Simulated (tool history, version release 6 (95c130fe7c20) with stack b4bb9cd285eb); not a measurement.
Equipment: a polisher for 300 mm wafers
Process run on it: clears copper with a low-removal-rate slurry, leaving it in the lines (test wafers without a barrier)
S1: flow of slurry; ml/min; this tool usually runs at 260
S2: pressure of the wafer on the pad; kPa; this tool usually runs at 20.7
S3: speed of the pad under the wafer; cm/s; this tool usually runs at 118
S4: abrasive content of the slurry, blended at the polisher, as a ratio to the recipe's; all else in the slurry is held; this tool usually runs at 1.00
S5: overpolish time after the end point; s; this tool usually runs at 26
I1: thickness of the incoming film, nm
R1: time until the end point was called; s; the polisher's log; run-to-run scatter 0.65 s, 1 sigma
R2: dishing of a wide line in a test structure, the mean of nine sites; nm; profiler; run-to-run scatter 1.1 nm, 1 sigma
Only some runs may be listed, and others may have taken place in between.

{"run": 1, "day": 0.0, "S1": 260, "S2": 20.7, "S3": 118, "S4": 1.0, "S5": 26, "I1": 276.1, "R1": 66.4, "R2": 51.5}
{"run": 2, "day": 4.146, "S1": 260, "S2": 20.7, "S3": 118, "S4": 1.0, "S5": 26, "I1": 278.3, "R1": 66.8, "R2": 51.4}
{"run": 3, "day": 7.712, "S1": 260, "S2": 20.7, "S3": 108, "S4": 1.0, "S5": 26, "I1": 273.5, "R1": 72.5, "R2": 46.8}
{"run": 4, "day": 15.208, "S1": 260, "S2": 20.7, "S3": 118, "S4": 1.0, "S5": 26, "I1": 279.2, "R1": 69.3, "R2": 49.9}
{"run": 5, "day": 19.683, "S1": 260, "S2": 20.7, "S3": 118, "S4": 1.0, "S5": 26, "I1": 273.0, "R1": 68.7, "R2": 50.5}
{"run": 6, "day": 23.412, "S1": 260, "S2": 20.7, "S3": 118, "S4": 1.0, "S5": 26, "I1": 269.9, "R1": 67.2, "R2": 51.3}
{"run": 7, "day": 25.412, "S1": 260, "S2": 20.7, "S3": 118, "S4": 1.0, "S5": 26, "I1": 271.4, "R1": 67.0, "R2": 51.6}
{"run": 8, "day": 29.904, "S1": 260, "S2": 17.2, "S3": 118, "S4": 1.0, "S5": 15, "I1": 277.2, "R1": 82.9, "R2": 28.8}
{"run": 9, "day": 32.679, "S1": 260, "S2": 20.7, "S3": 118, "S4": 1.2, "S5": 26, "I1": 269.8, "R1": 63.8, "R2": 52.4}
{"run": 10, "day": 34.467, "S1": 290, "S2": 20.7, "S3": 118, "S4": 1.0, "S5": 26, "I1": 276.8, "R1": 68.4, "R2": 52.3}
{"run": 11, "day": 37.475, "S1": 290, "S2": 20.7, "S3": 118, "S4": 1.0, "S5": 26, "I1": 274.1, "R1": 66.1, "R2": 54.1}
{"run": 12, "day": 40.662, "S1": 290, "S2": 20.7, "S3": 118, "S4": 1.0, "S5": 26, "I1": 278.8, "R1": 66.0, "R2": 51.1}
{"run": 13, "day": 45.104, "S1": 260, "S2": 20.7, "S3": 118, "S4": 1.0, "S5": 26, "I1": 270.2, "R1": 66.2, "R2": 51.2}
{"run": 14, "day": 48.254, "S1": 340, "S2": 26.2, "S3": 118, "S4": 1.0, "S5": 26, "I1": 279.3, "R1": 52.8, "R2": 61.4}
{"run": 15, "day": 58.321, "S1": 185, "S2": 24.8, "S3": 144, "S4": 1.0, "S5": 26, "I1": 273.4, "R1": 47.3, "R2": 63.2}
{"run": 16, "day": 60.783, "S1": 260, "S2": 20.7, "S3": 118, "S4": 0.75, "S5": 26, "I1": 271.6, "R1": 72.5, "R2": 46.3}
{"run": 17, "day": 62.779, "S1": 260, "S2": 20.7, "S3": 118, "S4": 1.0, "S5": 26, "I1": 276.3, "R1": 68.4, "R2": 50.3}
{"run": 18, "day": 65.392, "S1": 260, "S2": 20.7, "S3": 118, "S4": 1.0, "S5": 26, "I1": 274.0, "R1": 68.7, "R2": 50.7}
{"run": 19, "day": 69.229, "S1": 260, "S2": 20.7, "S3": 154, "S4": 1.25, "S5": 12, "I1": 274.9, "R1": 49.0, "R2": 36.4}
{"run": 20, "day": 72.479, "S1": 235, "S2": 20.7, "S3": 118, "S4": 1.0, "S5": 26, "I1": 276.4, "R1": 70.0, "R2": 49.3}
{"run": 21, "day": 76.383, "S1": 260, "S2": 20.7, "S3": 148, "S4": 1.0, "S5": 26, "I1": 273.4, "R1": 55.8, "R2": 59.7}
{"run": 22, "day": 78.158, "S1": 185, "S2": 20.7, "S3": 118, "S4": 1.0, "S5": 26, "I1": 273.2, "R1": 71.7, "R2": 50.3}
{"run": 23, "day": 79.946, "S1": 260, "S2": 25.5, "S3": 80, "S4": 1.0, "S5": 26, "I1": 275.2, "R1": 82.6, "R2": 45.8}
{"run": 24, "day": 83.946, "S1": 260, "S2": 20.7, "S3": 118, "S4": 1.0, "S5": 26, "I1": 275.8, "R1": 64.4, "R2": 51.5}
{"run": 25, "day": 86.158, "S1": 220, "S2": 20.7, "S3": 118, "S4": 1.0, "S5": 26, "I1": 276.0, "R1": 66.6, "R2": 50.5}

Not shown: 15 entries that the log had between the listed runs. Between which runs, and how does the tool's hidden state differ before and after?
After run 1, before run 2: slurry blender recalibrated (day 3.062)
  deviation of the head's pressure from its setpoint, %: -2.23 -> -2.76
  the result without the hidden state subtracted from the measured one, R1: +1.4 -> +1.8 s; R2: -0.9 -> -1.1 nm
After run 3, before run 4: slurry nozzle cleaned (day 14.983)
  deviation of the head's pressure from its setpoint, %: -3.13 -> -3.69
  the result without the hidden state subtracted from the measured one, R1: +2.2 -> +2.5 s; R2: -1.1 -> -1.3 nm
After run 4, before run 5: worn pad replaced by a new one (day 16.629); slurry blender recalibrated (day 19.333)
  deviation of the head's pressure from its setpoint, %: -3.69 -> -3.94
  the result without the hidden state subtracted from the measured one, R1: +2.5 -> +2.7 s; R2: -1.3 -> -1.5 nm
After run 8, before run 9: worn pad replaced by a new one (day 31.983)
  deviation of the head's pressure from its setpoint, %: -4.31 -> -4.38
  the result without the hidden state subtracted from the measured one, R1: +3.6 -> +2.8 s; R2: -1.1 -> -1.7 nm
After run 10, before run 11: head pressure recalibrated (day 35.758)
  deviation of the head's pressure from its setpoint, %: -4.42 -> -0.651
  the result without the hidden state subtracted from the measured one, R1: +3.0 -> +0.4 s; R2: -1.7 -> -0.2 nm
After run 11, before run 12: slurry blender recalibrated (day 40.358)
  deviation of the head's pressure from its setpoint, %: -0.651 -> -1.39
  the result without the hidden state subtracted from the measured one, R1: +0.4 -> +0.9 s; R2: -0.2 -> -0.5 nm
After run 12, before run 13: slurry nozzle cleaned (day 43.950)
  deviation of the head's pressure from its setpoint, %: -1.39 -> -2.23
  the result without the hidden state subtracted from the measured one, R1: +0.9 -> +1.5 s; R2: -0.5 -> -0.8 nm
After run 13, before run 14: worn pad replaced by a new one (day 47.462)
  deviation of the head's pressure from its setpoint, %: -2.23 -> -2.71
  the result without the hidden state subtracted from the measured one, R1: +1.5 -> +1.4 s; R2: -0.8 -> -1.1 nm
After run 16, before run 17: slurry blender recalibrated (day 61.579)
  deviation of the head's pressure from its setpoint, %: -3.98 -> -4.11
  the result without the hidden state subtracted from the measured one, R1: +2.9 -> +2.8 s; R2: -1.4 -> -1.5 nm
After run 17, before run 18: worn pad replaced by a new one (day 63.212)
  deviation of the head's pressure from its setpoint, %: -4.11 -> -4.26
  the result without the hidden state subtracted from the measured one, R1: +2.8 -> +3.0 s; R2: -1.5 -> -1.6 nm
After run 20, before run 21: slurry nozzle cleaned (day 75.342)
  deviation of the head's pressure from its setpoint, %: -4.57 -> -4.7
  the result without the hidden state subtracted from the measured one, R1: +3.2 -> +2.6 s; R2: -1.7 -> -1.9 nm
After run 22, before run 23: slurry blender recalibrated (day 79.267)
  deviation of the head's pressure from its setpoint, %: -4.75 -> -4.79
  the result without the hidden state subtracted from the measured one, R1: +3.4 -> +4.0 s; R2: -1.9 -> -1.7 nm
After run 23, before run 24: head pressure recalibrated (day 81.650); worn pad replaced by a new one (day 81.971)
  deviation of the head's pressure from its setpoint, %: -4.79 -> -0.05
  the result without the hidden state subtracted from the measured one, R1: +4.0 -> +0.0 s; R2: -1.7 -> +0.0 nm
